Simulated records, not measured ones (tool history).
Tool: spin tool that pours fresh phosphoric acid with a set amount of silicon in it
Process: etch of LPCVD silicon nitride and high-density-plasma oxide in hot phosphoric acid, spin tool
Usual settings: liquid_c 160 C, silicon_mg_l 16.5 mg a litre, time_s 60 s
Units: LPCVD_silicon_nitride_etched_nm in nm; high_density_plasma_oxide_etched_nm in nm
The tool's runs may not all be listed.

run   hour  liquid_c  silicon_mg_l  time_s  wafers since the last listed run  hours since the thermometer was replaced  hours since the dissolved silicon flow meter was replaced  hours since the heated supply line was repaired  hours since the gauge calibration  read-back film thickness of the LPCVD silicon nitride reference wafer, read on the same gauge (nm)  read-back film thickness of the high-density-plasma oxide reference wafer, read on the same gauge (nm)  LPCVD_silicon_nitride_etched_nm  high_density_plasma_oxide_etched_nm
  1      0       160          16.5      60                                 0                                    1506.6                                                     1748.5                                           2398.2                              159.8                                                                                                 100                                                                                                  60.015                            4.513                                0.187
  2   31.5       160          16.5      60                               341                                    1538.1                                                       1780                                           2429.7                              191.3                                                                                              99.995                                                                                                  60.017                            4.528                                0.201
  3   50.4       162          16.5      50                               205                                      1557                                                     1798.9                                           2448.6                              210.2                                                                                              99.974                                                                                                  60.024                            4.005                                0.219
  4   77.7       160          16.5      60                               296                                    1584.3                                                     1826.2                                           2475.9                              237.5                                                                                             100.009                                                                                                  60.043                            4.474                                0.194
  5    108       160          16.5      60                               328                                    1614.6                                                     1856.5                                           2506.2                              267.8                                                                                              99.991                                                                                                  60.044                             4.44                                0.208
  6  136.5       160          16.5      60                               309                                    1643.1                                                       1885                                           2534.7                              296.3                                                                                               99.99                                                                                                   60.01                            4.439                                0.188
  7  158.1       159          16.5      60                               234                                    1664.7                                                     1906.6                                           2556.3                              317.9                                                                                             100.008                                                                                                  60.028                            4.246                                0.146
     183.1  -- thermometer replaced
  8  192.9       159          16.5      60                               366                                       9.8                                                     1941.4                                           2591.1                              352.7                                                                                               99.99                                                                                                  59.976                            4.292                                0.153
     207.5  -- heated supply line repaired
  9  224.4       159          16.5      60                               330                                      41.3                                                     1972.9                                             16.9                              384.2                                                                                             100.013                                                                                                  60.011                            4.923                                0.285
 10  239.5       161            11      90                               163                                      56.4                                                       1988                                               32                              399.3                                                                                             100.017                                                                                                  59.981                              7.8                                0.488
     251.3  -- gauge calibrated
     266.5  -- dissolved silicon flow meter replaced
 11    267       157          16.5      60                               287                                      83.9                                                        0.5                                             59.5                               15.7                                                                                              99.993                                                                                                  59.981                            4.571                                0.189
 12  291.4       160          16.5      60                               264                                     108.3                                                       24.9                                             83.9                               40.1                                                                                              99.978                                                                                                  60.057                            5.096                                0.242
 13  304.9       160            12      60                               146                                     121.8                                                       38.4                                             97.4                               53.6                                                                                             100.017                                                                                                  59.982                            5.007                                0.269
 14  329.2     157.5          22.5      60                               263                                     146.1                                                       62.7                                            121.7                               77.9                                                                                              99.984                                                                                                  60.031                            4.662                                 0.19
 15  363.8       160          16.5      60                               375                                     180.7                                                       97.3                                            156.3                              112.5                                                                                              99.987                                                                                                  59.963                            5.034                                0.277
 16  388.9     161.5            12      60                               272                                     205.8                                                      122.4                                            181.4                              137.6                                                                                             100.004                                                                                                   60.02                            5.333                                0.336
 17  404.3       160          16.5      60                               167                                     221.2                                                      137.8                                            196.8                                153                                                                                              99.988                                                                                                  60.036                            5.005                                0.246
 18    435       160          16.5      60                               333                                     251.9                                                      168.5                                            227.5                              183.7                                                                                             100.013                                                                                                  60.002                            4.984                                0.276
 19    464     157.5          28.5      30                               314                                     280.9                                                      197.5                                            256.5                              212.7                                                                                               99.99                                                                                                  59.939                            2.304                                0.079
 20    495       159           4.5      30                               336                                     311.9                                                      228.5                                            287.5                              243.7                                                                                              99.994                                                                                                  59.984                            2.402                                0.147
 21  541.1       161          16.5      50                               500                                       358                                                      274.6                                            333.6                              289.8                                                                                             100.009                                                                                                  60.014                            4.304                                  0.2

4 ways to go on from here, each from the tool as it stands after run 21. What would each give?
  A  541.5       160          16.5      60                                 4                                     358.4                                                        275                                              334                              290.2                                                                                                   ?                                                                                                       ?                                ?                                    ?
  B  541.5       160            10      60                                 4                                     358.4                                                        275                                              334                              290.2                                                                                                   ?                                                                                                       ?                                ?                                    ?
  C  541.5       158            26      60                                 4                                     358.4                                                        275                                              334                              290.2                                                                                                   ?                                                                                                       ?                                ?                                    ?
  D  541.5     158.5          16.5      25                                 4                                     358.4                                                        275                                              334                              290.2                                                                                                   ?                                                                                                       ?                                ?                                    ?

run  read-back film thickness of the LPCVD silicon nitride reference wafer, read on the same gauge (nm)  read-back film thickness of the high-density-plasma oxide reference wafer, read on the same gauge (nm)  LPCVD_silicon_nitride_etched_nm  high_density_plasma_oxide_etched_nm
  A                                                                                              100.01                                                                                                  59.982                            4.985                                0.258
  B                                                                                              100.01                                                                                                  59.982                            4.985                                0.301
  C                                                                                              100.01                                                                                                  59.982                            4.659                                0.167
  D                                                                                              100.01                                                                                                  59.982                            1.974                                0.096
Without the tool's hidden state the same runs would have given:
run  LPCVD_silicon_nitride_etched_nm  high_density_plasma_oxide_etched_nm
  A                            5.093                                 0.27
  B                            5.093                                0.316
  C                            4.761                                0.176
  D                            2.018                                0.101
